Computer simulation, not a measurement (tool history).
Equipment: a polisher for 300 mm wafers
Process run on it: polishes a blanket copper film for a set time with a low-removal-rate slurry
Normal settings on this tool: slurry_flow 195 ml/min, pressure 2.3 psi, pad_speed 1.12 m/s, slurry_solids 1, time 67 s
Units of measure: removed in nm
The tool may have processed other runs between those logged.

run,day,slurry_flow,pressure,pad_speed,slurry_solids,time,wafers since the last listed run,wafers polished on this pad,hours since the slurry nozzle was cleaned,hours since the head pressure was calibrated,hours since the slurry blender was calibrated,"incoming thickness of the incoming film, nm",removed
1,0,195,2.3,1.12,1,67,0,3971,539.3,337.4,224.4,665.4,152.8
2,3.038,195,2.3,1.12,1,67,728,4699,612.2,410.3,297.3,665.9,153.1
# day 3.638: worn pad replaced by a new one
3,5.467,195,2.3,1.12,1.1,82,542,438,670.5,468.6,355.6,659.7,191.4
4,7.467,195,2.3,1.12,1.1,82,479,918,718.5,516.6,403.6,650.6,190.3
# day 9.308: slurry blender recalibrated
5,11.525,195,2.3,1.12,1,67,952,1871,815.9,614,53.2,653.1,156.4
# day 11.954: slurry nozzle cleaned
6,15.942,195,2.3,1.12,1,67,1048,2920,95.7,720,159.2,648.1,154.6
7,18.467,195,2.5,1.12,1,67,605,3525,156.3,780.6,219.8,655.2,168.7
# day 20.312: worn pad replaced by a new one
# day 21.179: head pressure recalibrated
8,23.646,195,2.5,1.12,1,67,1181,778,280.6,59.2,344.1,664.3,166.3
# day 24.783: slurry blender recalibrated
9,26.142,195,2.5,1.12,1,67,578,1357,340.5,119.1,32.6,665.8,168.6
10,30.538,195,2.3,1.12,1,67,1053,2410,446,224.6,138.1,656.9,155
11,33.862,195,2.3,1.12,1,67,797,3207,525.8,304.4,217.9,664.2,153.8
# day 36.288: worn pad replaced by a new one, of another model than before
12,37.171,195,2.3,1.12,1,67,753,211,605.2,383.8,297.3,671.6,153.9
13,39.383,195,2.3,1.12,1,67,530,741,658.3,436.9,350.4,653.6,151
# day 39.892: slurry nozzle cleaned
14,41.529,195,2.3,1.12,1,67,504,1246,39.3,488.4,401.9,657.7,151.3
# day 42.242: slurry blender recalibrated
15,43.083,195,2.5,1.12,1,67,352,1598,76.6,525.7,20.2,662.7,166
16,45.292,140,2.3,1.24,0.85,50,529,2128,129.6,578.7,73.2,654.6,108.6
17,49.704,195,2.3,1.12,1,67,1057,3186,235.5,684.6,179.1,655.2,153.9
# day 52.938: worn pad replaced by a new one
18,53.871,195,2.3,0.86,1.15,49,958,223,335.5,784.6,279.1,666.5,98.9
19,57.862,195,2.3,1.12,1,67,956,1180,431.3,880.4,374.9,668.4,152.5
# day 58.208: slurry blender recalibrated
20,61.192,145,2.3,1.12,1,46,778,1958,511.2,960.3,71.6,661.2,98.4
# day 63.292: head pressure recalibrated
21,63.454,195,2.3,1.44,1,67,522,2481,565.5,3.9,125.9,668.8,185.6
22,65.062,225,2.3,1.12,1,67,385,2866,604.1,42.5,164.5,674.2,158.6
23,68.3,130,2.3,1.12,0.8,61,776,3642,681.8,120.2,242.2,662.8,117.5
# day 71.562: worn pad replaced by a new one
# day 74.146: slurry blender recalibrated
# day 75.371: slurry nozzle cleaned
24,76.567,245,1.6,0.8,1.2,67,1911,1169,28.7,318.6,58.1,670,111.6
25,79.775,165,2.9,1.5,1.1,67,769,1938,105.7,395.6,135.1,653.4,217.1
26,82.242,195,2.3,1.12,1,67,591,2529,164.9,454.8,194.3,661.7,154.9
27,84.75,195,2.3,1.12,1,67,601,3131,225.1,515,254.5,660.3,151.3
28,86.842,195,1.6,1.12,0.9,67,501,3632,275.3,565.2,304.7,662.5,118.3
29,90.904,195,2.3,0.96,1,79,973,4606,372.8,662.7,402.2,663.2,162.3

Each row is a separate what-if for the run after 29, all from the same tool condition, not one after another. Results?
A,90.925,195,2.3,1.12,1,67,4,4611,373.3,663.2,402.7,660.5,?
B,90.925,195,2.3,1.12,1,74,4,4611,373.3,663.2,402.7,660.5,?
C,90.925,195,2.3,1.12,1.2,47,4,4611,373.3,663.2,402.7,660.5,?
D,90.925,195,1.8,1.12,1,76,4,4611,373.3,663.2,402.7,660.5,?

run,removed
A,151.7
B,167.6
C,112
D,147.8
Without the tool's hidden state the same runs would have given:
run,removed
A,157.5
B,173.9
C,116.3
D,153.4

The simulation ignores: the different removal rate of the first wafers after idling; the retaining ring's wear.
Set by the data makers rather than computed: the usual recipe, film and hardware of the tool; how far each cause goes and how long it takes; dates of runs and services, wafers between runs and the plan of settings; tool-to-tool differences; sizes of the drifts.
